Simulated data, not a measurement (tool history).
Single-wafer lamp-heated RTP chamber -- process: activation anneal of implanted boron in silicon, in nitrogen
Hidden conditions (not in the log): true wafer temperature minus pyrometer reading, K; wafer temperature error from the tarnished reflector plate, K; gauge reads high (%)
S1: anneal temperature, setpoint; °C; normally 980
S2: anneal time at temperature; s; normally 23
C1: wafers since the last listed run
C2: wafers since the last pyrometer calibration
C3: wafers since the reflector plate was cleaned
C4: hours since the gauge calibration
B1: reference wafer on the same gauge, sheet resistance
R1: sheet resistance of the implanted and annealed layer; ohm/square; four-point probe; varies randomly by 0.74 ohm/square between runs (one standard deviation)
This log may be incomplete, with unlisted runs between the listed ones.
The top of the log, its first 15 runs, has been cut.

| run | hour | S1 | S2 | C1 | C2 | C3 | C4 | B1 | R1 |
|---|---|---|---|---|---|---|---|---|---|
| 16 | 185.8 | 980 | 23 | 108 | 6781 | 4040 | 241.3 | 449.08 | 400.92 |
| 17 | 194.3 | 980 | 23 | 86 | 6868 | 4127 | 249.8 | 448.8 | 400.73 |
| 18 | 201.8 | 969 | 32 | 76 | 6944 | 4204 | 257.3 | 449.14 | 403.07 |
| 19 | 212 | 994 | 31 | 104 | 7049 | 4308 | 267.5 | 449.07 | 396.02 |
| 20 | 223.2 | 980 | 31 | 114 | 7163 | 4423 | 278.7 | 449.03 | 397.42 |
| 21 | 236.1 | 956 | 32 | 131 | 7295 | 4555 | 291.6 | 448.86 | 410.94 |
| 22 | 244.5 | 980 | 14 | 85 | 7381 | 4640 | 300 | 448.84 | 402.89 |
| 23 | 287 | 1008 | 18 | 434 | 7816 | 5075 | 342.5 | 449.08 | 395.87 |
| 24 | 318.7 | 980 | 23 | 324 | 8140 | 5399 | 374.2 | 449.16 | 401.32 |
|  | 329.5 | reflector plate cleaned |
| 25 | 330.5 | 980 | 18 | 38 | 8179 | 10 | 386 | 448.8 | 401.78 |
| 26 | 336.6 | 998 | 23 | 62 | 8241 | 72 | 392.1 | 449.3 | 396.8 |
|  | 346.7 | pyrometer window cleaned and pyrometer calibrated |
| 27 | 352.8 | 980 | 23 | 83 | 62 | 156 | 408.3 | 449.28 | 404.92 |
| 28 | 364.7 | 998 | 16 | 121 | 184 | 278 | 420.2 | 449.13 | 400.49 |
|  | 380.1 | gauge calibrated |
| 29 | 381 | 1006 | 11 | 166 | 351 | 445 | 0.9 | 449.16 | 400.41 |
| 30 | 395.6 | 980 | 23 | 149 | 500 | 594 | 15.5 | 449 | 404.16 |
| 31 | 410.8 | 980 | 19 | 155 | 655 | 749 | 30.7 | 448.93 | 405.3 |
| 32 | 426.7 | 980 | 23 | 162 | 818 | 912 | 46.6 | 449.11 | 403.76 |
| 33 | 442.5 | 1000 | 23 | 161 | 980 | 1074 | 62.4 | 448.61 | 398.23 |
| 34 | 454.2 | 967 | 35 | 119 | 1099 | 1193 | 74.1 | 449.09 | 408.08 |
| 35 | 467 | 969 | 23 | 130 | 1230 | 1324 | 86.9 | 448.87 | 409.55 |
| 36 | 484.3 | 991 | 17 | 176 | 1407 | 1501 | 104.2 | 448.82 | 400.51 |
| 37 | 496.9 | 1004 | 34 | 128 | 1536 | 1630 | 116.8 | 449.14 | 394.11 |
| 38 | 507.4 | 972 | 28 | 107 | 1643 | 1737 | 127.3 | 448.92 | 405.6 |

Here are 3 independent what-if runs from the current tool condition. What would each one return?
| A | 507.8 | 980 | 29 | 4 | 1647 | 1741 | 127.7 | ? | ? |
| B | 507.8 | 1004 | 13 | 4 | 1647 | 1741 | 127.7 | ? | ? |
| C | 507.8 | 1003 | 11 | 4 | 1647 | 1741 | 127.7 | ? | ? |

| run | B1 | R1 |
|---|---|---|
| A | 449.09 | 401.25 |
| B | 449.09 | 399.34 |
| C | 449.09 | 400.18 |
Without the tool's unlogged condition, the same runs would have read:
| run | R1 |
|---|---|
| A | 403.85 |
| B | 400.64 |
| C | 401.58 |
